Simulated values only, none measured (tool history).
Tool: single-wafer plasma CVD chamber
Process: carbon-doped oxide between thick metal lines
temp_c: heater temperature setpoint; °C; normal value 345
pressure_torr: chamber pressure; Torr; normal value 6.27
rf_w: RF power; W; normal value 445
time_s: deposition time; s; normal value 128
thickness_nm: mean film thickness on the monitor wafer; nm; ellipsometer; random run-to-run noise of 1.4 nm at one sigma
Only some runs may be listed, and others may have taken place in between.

run,day,temp_c,pressure_torr,rf_w,time_s,"read-back reference wafer on the same gauge, thickness_nm",thickness_nm
1,0.000,345,6.27,445,128,543.985,596.717
2,2.033,352,7.17,445,128,543.991,592.088
3,4.008,352,7.17,445,128,544.048,594.247
4,5.879,345,6.27,445,128,543.733,595.266
5,7.288,345,6.27,445,128,544.173,596.909
6,8.542,345,6.27,445,128,543.980,595.846
7,11.358,345,6.27,445,128,543.995,593.853
# day 12.821: showerhead replaced
8,14.121,345,6.27,445,128,543.733,593.811
# day 15.462: capacitance manometer re-zeroed and calibrated
# day 15.588: RF generator calibrated
9,16.304,345,6.27,445,128,543.805,597.413
10,19.083,345,5.41,395,120,544.367,488.201
11,22.025,352,7.17,445,128,543.787,594.347
12,24.796,345,7.44,445,128,544.129,602.559
13,27.300,351,6.27,445,128,544.079,588.012
14,30.167,345,6.27,445,128,543.851,593.459
15,32.896,345,6.27,445,128,543.876,597.515
16,35.050,345,6.27,445,128,543.922,594.097
# day 35.404: thermocouple changed; heater temperature recalibrated
17,38.021,345,6.98,400,128,543.883,547.339
18,40.533,345,6.27,485,128,544.120,650.241
19,41.742,345,6.27,445,128,544.096,603.551
# day 42.117: gauge calibrated
20,44.529,337,6.27,380,128,543.599,523.323
21,46.754,345,6.27,445,109,544.116,512.772
22,49.571,345,6.27,445,128,543.696,600.486
23,51.779,349,7.50,445,128,544.137,604.353
24,53.517,345,6.27,445,120,543.911,562.427
25,55.504,345,6.27,495,128,543.987,654.416
26,57.542,350,4.71,500,103,543.528,506.034
# day 58.912: capacitance manometer re-zeroed and calibrated
27,59.762,345,6.27,445,128,544.129,604.930
# day 60.221: RF generator calibrated
28,61.954,349,6.27,445,143,543.965,668.700
29,63.471,350,5.42,495,148,543.998,741.075

3 ways to go on from here, each from the tool as it stands after run 29. What would each give?
A,63.488,345,6.96,445,128,?,?
B,63.488,340,7.70,375,140,?,?
C,63.488,352,5.63,445,128,?,?

run,"read-back reference wafer on the same gauge, thickness_nm",thickness_nm
A,544.156,609.307
B,544.156,569.154
C,544.156,586.920
Take away the tool's hidden state, keep each run's random variation, and the runs would have read:
run,thickness_nm
A,611.624
B,571.367
C,588.723
